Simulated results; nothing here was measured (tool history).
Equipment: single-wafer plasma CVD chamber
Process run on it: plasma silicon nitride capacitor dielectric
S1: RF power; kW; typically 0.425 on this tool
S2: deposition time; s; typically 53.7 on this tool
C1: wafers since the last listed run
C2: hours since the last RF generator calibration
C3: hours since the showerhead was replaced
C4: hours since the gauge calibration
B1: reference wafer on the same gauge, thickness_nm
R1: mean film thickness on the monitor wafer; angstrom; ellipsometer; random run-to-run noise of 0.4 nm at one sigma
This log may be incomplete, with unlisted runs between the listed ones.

| run | hour | S1 | S2 | C1 | C2 | C3 | C4 | B1 | R1 |
|---|---|---|---|---|---|---|---|---|---|
| 1 | 0 | 0.45 | 53.7 | 0 | 103.1 | 4382.7 | 1502.5 | 86.234 | 744.2 |
| 2 | 49.1 | 0.45 | 53.7 | 980 | 152.2 | 4431.8 | 1551.6 | 86.131 | 737.62 |
| 3 | 94.3 | 0.425 | 53.7 | 902 | 197.4 | 4477 | 1596.8 | 86.191 | 729.15 |
| 4 | 194.3 | 0.425 | 53.7 | 1996 | 297.4 | 4577 | 1696.8 | 86.237 | 724.65 |
| 5 | 262.4 | 0.425 | 53.7 | 1359 | 365.5 | 4645.1 | 1764.9 | 86.287 | 725.57 |
| 6 | 336.4 | 0.425 | 53.7 | 1477 | 439.5 | 4719.1 | 1838.9 | 86.31 | 734.48 |
|  | 339.7 | gauge calibrated |
| 7 | 389 | 0.425 | 53.7 | 1050 | 492.1 | 4771.7 | 49.3 | 88.483 | 741.3 |
| 8 | 459 | 0.48 | 53.7 | 1397 | 562.1 | 4841.7 | 119.3 | 88.111 | 770.2 |
| 9 | 550 | 0.48 | 53.7 | 1817 | 653.1 | 4932.7 | 210.3 | 88.108 | 771.82 |
| 10 | 653 | 0.425 | 53.7 | 2056 | 756.1 | 5035.7 | 313.3 | 87.526 | 736.07 |
| 11 | 752.5 | 0.425 | 53.7 | 1986 | 855.6 | 5135.2 | 412.8 | 87.235 | 742.31 |
| 12 | 805.2 | 0.425 | 53.7 | 1052 | 908.3 | 5187.9 | 465.5 | 87.006 | 728.8 |
| 13 | 888.5 | 0.485 | 53.7 | 1663 | 991.6 | 5271.2 | 548.8 | 86.975 | 760.54 |
| 14 | 972.1 | 0.485 | 53.7 | 1669 | 1075.2 | 5354.8 | 632.4 | 87.003 | 767.84 |
| 15 | 1042.2 | 0.485 | 53.7 | 1399 | 1145.3 | 5424.9 | 702.5 | 86.579 | 760.44 |
| 16 | 1363.6 | 0.375 | 59.9 | 6417 | 1466.7 | 5746.3 | 1023.9 | 86.28 | 786.24 |
| 17 | 1443.8 | 0.375 | 59.9 | 1601 | 1546.9 | 5826.5 | 1104.1 | 86.157 | 779.53 |
| 18 | 1543.8 | 0.375 | 59.9 | 1996 | 1646.9 | 5926.5 | 1204.1 | 86.026 | 782.18 |
| 19 | 1638.3 | 0.425 | 53.7 | 1886 | 1741.4 | 6021 | 1298.6 | 86.143 | 726 |
| 20 | 1698.7 | 0.475 | 47.2 | 1206 | 1801.8 | 6081.4 | 1359 | 86.198 | 665.08 |
| 21 | 1752.7 | 0.45 | 63.2 | 1078 | 1855.8 | 6135.4 | 1413 | 85.805 | 872.6 |
| 22 | 1794.9 | 0.425 | 53.7 | 842 | 1898 | 6177.6 | 1455.2 | 85.864 | 728.32 |
| 23 | 1861.6 | 0.35 | 53.7 | 1331 | 1964.7 | 6244.3 | 1521.9 | 85.85 | 681.25 |
| 24 | 1945.7 | 0.36 | 64.3 | 1679 | 2048.8 | 6328.4 | 1606 | 86.076 | 834.12 |
| 25 | 1996.8 | 0.36 | 64.3 | 1020 | 2099.9 | 6379.5 | 1657.1 | 85.751 | 827.84 |
| 26 | 2096 | 0.495 | 53.7 | 1980 | 2199.1 | 6478.7 | 1756.3 | 85.869 | 764.98 |
| 27 | 2173.5 | 0.425 | 53.7 | 1547 | 2276.6 | 6556.2 | 1833.8 | 85.858 | 720.84 |
| 28 | 2266.5 | 0.36 | 64.3 | 1856 | 2369.6 | 6649.2 | 1926.8 | 85.67 | 831.17 |
|  | 2349.4 | gauge calibrated |
| 29 | 2371.4 | 0.425 | 47.6 | 2094 | 2474.5 | 6754.1 | 22 | 88.988 | 672.75 |
|  | 2407.5 | RF generator calibrated |
|  | 2444.4 | showerhead replaced |
| 30 | 2561.7 | 0.48 | 50.3 | 3480 | 154.2 | 117.3 | 212.3 | 88.144 | 718.54 |
| 31 | 2660.2 | 0.395 | 62.4 | 1966 | 252.7 | 215.8 | 310.8 | 87.852 | 848.94 |
| 32 | 2736.5 | 0.47 | 43.5 | 1523 | 329 | 292.1 | 387.1 | 87.508 | 618.63 |
| 33 | 2794 | 0.39 | 49.5 | 1148 | 386.5 | 349.6 | 444.6 | 87.451 | 660.67 |
| 34 | 2876.9 | 0.395 | 62.4 | 1655 | 469.4 | 432.5 | 527.5 | 87.295 | 836.94 |
| 35 | 2965.7 | 0.425 | 53.7 | 1773 | 558.2 | 521.3 | 616.3 | 87.161 | 730.6 |
| 36 | 3033.7 | 0.425 | 53.7 | 1357 | 626.2 | 589.3 | 684.3 | 86.89 | 734.73 |
| 37 | 3079.6 | 0.395 | 45.3 | 916 | 672.1 | 635.2 | 730.2 | 87.016 | 602.1 |
| 38 | 3183 | 0.425 | 45.5 | 2064 | 775.5 | 738.6 | 833.6 | 86.744 | 624.82 |
| 39 | 3234.5 | 0.475 | 57.5 | 1028 | 827 | 790.1 | 885.1 | 86.693 | 809.05 |

Alternative continuations, all from the tool just after run 39; predict every row:
| A | 3234.9 | 0.425 | 53.7 | 7 | 827.4 | 790.5 | 885.5 | ? | ? |
| B | 3234.9 | 0.455 | 64.2 | 7 | 827.4 | 790.5 | 885.5 | ? | ? |
| C | 3234.9 | 0.345 | 47.5 | 7 | 827.4 | 790.5 | 885.5 | ? | ? |

| run | B1 | R1 |
|---|---|---|
| A | 86.736 | 728.07 |
| B | 86.736 | 887.64 |
| C | 86.736 | 606.82 |
What these runs would have given with no unlogged condition in the tool:
| run | R1 |
|---|---|
| A | 748.16 |
| B | 912.14 |
| C | 623.57 |
